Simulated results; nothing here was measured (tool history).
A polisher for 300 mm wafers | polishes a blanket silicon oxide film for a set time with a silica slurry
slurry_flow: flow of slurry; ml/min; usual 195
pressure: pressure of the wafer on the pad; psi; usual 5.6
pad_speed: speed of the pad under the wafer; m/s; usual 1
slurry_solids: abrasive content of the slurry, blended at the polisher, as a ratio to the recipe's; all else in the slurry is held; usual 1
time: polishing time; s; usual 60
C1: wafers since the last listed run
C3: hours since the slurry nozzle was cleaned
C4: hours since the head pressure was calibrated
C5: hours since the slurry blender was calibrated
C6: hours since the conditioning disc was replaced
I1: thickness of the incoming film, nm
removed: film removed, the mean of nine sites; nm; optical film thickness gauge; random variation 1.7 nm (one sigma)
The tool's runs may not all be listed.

run 1 hour=0 | slurry_flow=195 pressure=5.6 pad_speed=1 slurry_solids=0.8 time=60 | C1=0 wafers_polished_on_this_pad=4486 C3=633 C4=501.2 C5=157 C6=302.4 | I1=1890.5 | removed=164.9
-- hour=18.2 slurry nozzle cleaned
-- hour=36.4 worn pad replaced by a new one
-- hour=38.8 head pressure recalibrated
run 2 hour=43.1 | slurry_flow=195 pressure=5.6 pad_speed=1 slurry_solids=1 time=60 | C1=477 wafers_polished_on_this_pad=62 C3=24.9 C4=4.3 C5=200.1 C6=345.5 | I1=1885.9 | removed=213.1
run 3 hour=73.4 | slurry_flow=195 pressure=5.6 pad_speed=1 slurry_solids=1 time=60 | C1=400 wafers_polished_on_this_pad=462 C3=55.2 C4=34.6 C5=230.4 C6=375.8 | I1=1900.1 | removed=213.4
run 4 hour=108.4 | slurry_flow=135 pressure=5.6 pad_speed=1 slurry_solids=0.75 time=40 | C1=462 wafers_polished_on_this_pad=925 C3=90.2 C4=69.6 C5=265.4 C6=410.8 | I1=1914.9 | removed=103.6
-- hour=141.5 conditioning disc replaced and pad reconditioned
run 5 hour=176.5 | slurry_flow=195 pressure=4.4 pad_speed=1 slurry_solids=1 time=60 | C1=873 wafers_polished_on_this_pad=1798 C3=158.3 C4=137.7 C5=333.5 C6=35 | I1=1914.9 | removed=164.3
run 6 hour=244.7 | slurry_flow=195 pressure=5.6 pad_speed=1.24 slurry_solids=1.2 time=60 | C1=901 wafers_polished_on_this_pad=2699 C3=226.5 C4=205.9 C5=401.7 C6=103.2 | I1=1940.3 | removed=263.4
-- hour=251.9 slurry blender recalibrated
run 7 hour=290.6 | slurry_flow=195 pressure=5.6 pad_speed=1 slurry_solids=1 time=60 | C1=580 wafers_polished_on_this_pad=3280 C3=272.4 C4=251.8 C5=38.7 C6=149.1 | I1=1891.4 | removed=213.2
run 8 hour=349.6 | slurry_flow=245 pressure=5.6 pad_speed=1 slurry_solids=1.1 time=60 | C1=779 wafers_polished_on_this_pad=4059 C3=331.4 C4=310.8 C5=97.7 C6=208.1 | I1=1864.1 | removed=230.2
run 9 hour=385.1 | slurry_flow=195 pressure=5.6 pad_speed=1 slurry_solids=1 time=60 | C1=469 wafers_polished_on_this_pad=4528 C3=366.9 C4=346.3 C5=133.2 C6=243.6 | I1=1923.9 | removed=205.6
run 10 hour=418.4 | slurry_flow=195 pressure=5.1 pad_speed=0.64 slurry_solids=1 time=52 | C1=440 wafers_polished_on_this_pad=4968 C3=400.2 C4=379.6 C5=166.5 C6=276.9 | I1=1885.4 | removed=119
run 11 hour=452.1 | slurry_flow=195 pressure=5.6 pad_speed=1 slurry_solids=1 time=60 | C1=445 wafers_polished_on_this_pad=5414 C3=433.9 C4=413.3 C5=200.2 C6=310.6 | I1=1871 | removed=203.1
-- hour=479.1 worn pad replaced by a new one
run 12 hour=479.6 | slurry_flow=195 pressure=5.6 pad_speed=1 slurry_solids=1 time=68 | C1=310 wafers_polished_on_this_pad=6 C3=461.4 C4=440.8 C5=227.7 C6=338.1 | I1=1898.3 | removed=229.3
run 13 hour=533.2 | slurry_flow=195 pressure=5.6 pad_speed=1 slurry_solids=1 time=60 | C1=708 wafers_polished_on_this_pad=715 C3=515 C4=494.4 C5=281.3 C6=391.7 | I1=1913.9 | removed=194.8
-- hour=547.5 conditioning disc replaced and pad reconditioned
run 14 hour=588.6 | slurry_flow=265 pressure=6.4 pad_speed=1 slurry_solids=1 time=60 | C1=705 wafers_polished_on_this_pad=1420 C3=570.4 C4=549.8 C5=336.7 C6=41.1 | I1=1894.8 | removed=224.9
-- hour=618.3 head pressure recalibrated
run 15 hour=629.2 | slurry_flow=195 pressure=5.6 pad_speed=1 slurry_solids=1 time=60 | C1=510 wafers_polished_on_this_pad=1930 C3=611 C4=10.9 C5=377.3 C6=81.7 | I1=1912.7 | removed=202.3
-- hour=655.9 slurry nozzle cleaned
run 16 hour=671 | slurry_flow=195 pressure=5.6 pad_speed=1 slurry_solids=1 time=60 | C1=539 wafers_polished_on_this_pad=2469 C3=15.1 C4=52.7 C5=419.1 C6=123.5 | I1=1872.1 | removed=200.1
-- hour=677.3 slurry blender recalibrated
run 17 hour=728.3 | slurry_flow=195 pressure=5.6 pad_speed=1.26 slurry_solids=1 time=60 | C1=730 wafers_polished_on_this_pad=3200 C3=72.4 C4=110 C5=51 C6=180.8 | I1=1882.3 | removed=256.8
run 18 hour=753.4 | slurry_flow=215 pressure=4.1 pad_speed=0.82 slurry_solids=1 time=47 | C1=331 wafers_polished_on_this_pad=3532 C3=97.5 C4=135.1 C5=76.1 C6=205.9 | I1=1916.5 | removed=109.2
run 19 hour=818.2 | slurry_flow=195 pressure=5.6 pad_speed=1 slurry_solids=1 time=60 | C1=856 wafers_polished_on_this_pad=4388 C3=162.3 C4=199.9 C5=140.9 C6=270.7 | I1=1910.9 | removed=213.4
run 20 hour=857 | slurry_flow=195 pressure=5.6 pad_speed=1 slurry_solids=0.9 time=60 | C1=512 wafers_polished_on_this_pad=4901 C3=201.1 C4=238.7 C5=179.7 C6=309.5 | I1=1858.5 | removed=193.7
-- hour=923.4 conditioning disc replaced and pad reconditioned
-- hour=927.5 worn pad replaced by a new one
run 21 hour=928 | slurry_flow=195 pressure=5.6 pad_speed=1.32 slurry_solids=1 time=60 | C1=858 wafers_polished_on_this_pad=6 C3=272.1 C4=309.7 C5=250.7 C6=4.6 | I1=1919.5 | removed=248.3
run 22 hour=1001.6 | slurry_flow=265 pressure=5.6 pad_speed=1 slurry_solids=1 time=73 | C1=972 wafers_polished_on_this_pad=978 C3=345.7 C4=383.3 C5=324.3 C6=78.2 | I1=1880.4 | removed=249.3
run 23 hour=1064 | slurry_flow=195 pressure=7.5 pad_speed=1 slurry_solids=1.2 time=66 | C1=824 wafers_polished_on_this_pad=1803 C3=408.1 C4=445.7 C5=386.7 C6=140.6 | I1=1914.7 | removed=320.4
run 24 hour=1125.9 | slurry_flow=195 pressure=7.2 pad_speed=0.84 slurry_solids=0.9 time=54 | C1=817 wafers_polished_on_this_pad=2621 C3=470 C4=507.6 C5=448.6 C6=202.5 | I1=1890.2 | removed=169.3
-- hour=1136.2 head pressure recalibrated
-- hour=1163.6 slurry blender recalibrated
run 25 hour=1174.1 | slurry_flow=195 pressure=6.2 pad_speed=1 slurry_solids=1.1 time=78 | C1=584 wafers_polished_on_this_pad=3205 C3=518.2 C4=37.9 C5=10.5 C6=250.7 | I1=1885.4 | removed=327.8
-- hour=1219.1 slurry nozzle cleaned
run 26 hour=1225 | slurry_flow=230 pressure=5.6 pad_speed=1.26 slurry_solids=1 time=43 | C1=659 wafers_polished_on_this_pad=3864 C3=5.9 C4=88.8 C5=61.4 C6=301.6 | I1=1913.1 | removed=182.1

3 ways to go on from here, each from the tool as it stands after run 26. What would each give?
run A hour=1225.4 | slurry_flow=195 pressure=5.6 pad_speed=1 slurry_solids=1 time=60 | C1=5 wafers_polished_on_this_pad=3870 C3=6.3 C4=89.2 C5=61.8 C6=302 | I1=1921.8 | removed=?
run B hour=1225.4 | slurry_flow=155 pressure=5.6 pad_speed=1.12 slurry_solids=1 time=60 | C1=5 wafers_polished_on_this_pad=3870 C3=6.3 C4=89.2 C5=61.8 C6=302 | I1=1921.8 | removed=?
run C hour=1225.4 | slurry_flow=195 pressure=3.6 pad_speed=1 slurry_solids=1.2 time=52 | C1=5 wafers_polished_on_this_pad=3870 C3=6.3 C4=89.2 C5=61.8 C6=302 | I1=1921.8 | removed=?

run=A removed=215.9
run=B removed=226.9
run=C removed=135.9
With the hidden condition removed and each run's random variation left untouched, the same runs would have given:
run=A removed=220.1
run=B removed=231.3
run=C removed=138.3

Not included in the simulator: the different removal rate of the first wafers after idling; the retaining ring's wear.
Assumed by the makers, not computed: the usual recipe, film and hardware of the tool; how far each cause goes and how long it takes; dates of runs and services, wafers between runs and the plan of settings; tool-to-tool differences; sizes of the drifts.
